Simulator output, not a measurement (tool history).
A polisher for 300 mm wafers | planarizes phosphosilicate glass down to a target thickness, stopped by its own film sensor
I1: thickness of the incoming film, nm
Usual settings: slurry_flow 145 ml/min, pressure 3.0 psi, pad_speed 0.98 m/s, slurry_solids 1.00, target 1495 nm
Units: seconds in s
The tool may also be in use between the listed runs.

Run 1, hour 0.0: usual settings; I1 2361.9. Result: seconds 123.8 s.
Run 2, hour 15.3: usual settings; I1 2358.1. Result: seconds 119.3 s.
Run 3, hour 25.0: usual settings; I1 2353.6. Result: seconds 122.7 s.
At hour 27.5: conditioning disc replaced and pad reconditioned.
At hour 40.9: worn pad replaced by a new one.
Run 4, hour 41.4: usual settings; I1 2394.7. Result: seconds 117.6 s.
Run 5, hour 53.1: usual settings; I1 2333.2. Result: seconds 111.6 s.
Run 6, hour 70.4: usual settings but target 1601 nm; I1 2359.6. Result: seconds 102.4 s.
At hour 78.7: slurry blender recalibrated.
Run 7, hour 79.2: usual settings but pad_speed 1.30 m/s, target 1417 nm; I1 2345.5. Result: seconds 100.8 s.
Run 8, hour 97.1: usual settings but slurry_solids 1.20; I1 2375.3. Result: seconds 111.6 s.
Run 9, hour 108.7: usual settings but target 1227 nm; I1 2385.6. Result: seconds 159.9 s.
At hour 129.2: worn pad replaced by a new one.
Run 10, hour 129.7: usual settings but slurry_flow 185 ml/min, pad_speed 0.68 m/s; I1 2379.6. Result: seconds 153.3 s.
Run 11, hour 139.8: usual settings but pressure 2.2 psi, target 1235 nm; I1 2362.3. Result: seconds 175.1 s.
At hour 149.6: slurry nozzle cleaned.
Run 12, hour 152.8: usual settings but pressure 2.1 psi, pad_speed 0.78 m/s, target 1260 nm; I1 2372.6. Result: seconds 221.6 s.
Run 13, hour 165.4: usual settings; I1 2373.2. Result: seconds 120.0 s.
Run 14, hour 175.2: usual settings but slurry_flow 95 ml/min; I1 2389.1. Result: seconds 136.4 s.
At hour 190.6: head pressure recalibrated.
Run 15, hour 194.4: usual settings but slurry_solids 0.85; I1 2387.6. Result: seconds 133.4 s.
Run 16, hour 201.3: usual settings but slurry_flow 165 ml/min, pad_speed 1.08 m/s, slurry_solids 0.75, target 1647 nm; I1 2356.0. Result: seconds 95.5 s.
Run 17, hour 214.8: usual settings but slurry_flow 185 ml/min, pressure 3.5 psi, pad_speed 0.72 m/s, target 1761 nm; I1 2367.1. Result: seconds 92.8 s.

The next listed run, before its measurement:
At hour 234.1: worn pad replaced by a new one.
Run 18, hour 242.7: usual settings but pressure 2.2 psi; I1 2338.6. Result: seconds ?.

{"run 18": {"seconds": 137.8}}
Without the tool's hidden state the same run would have given seconds 126.6 s.
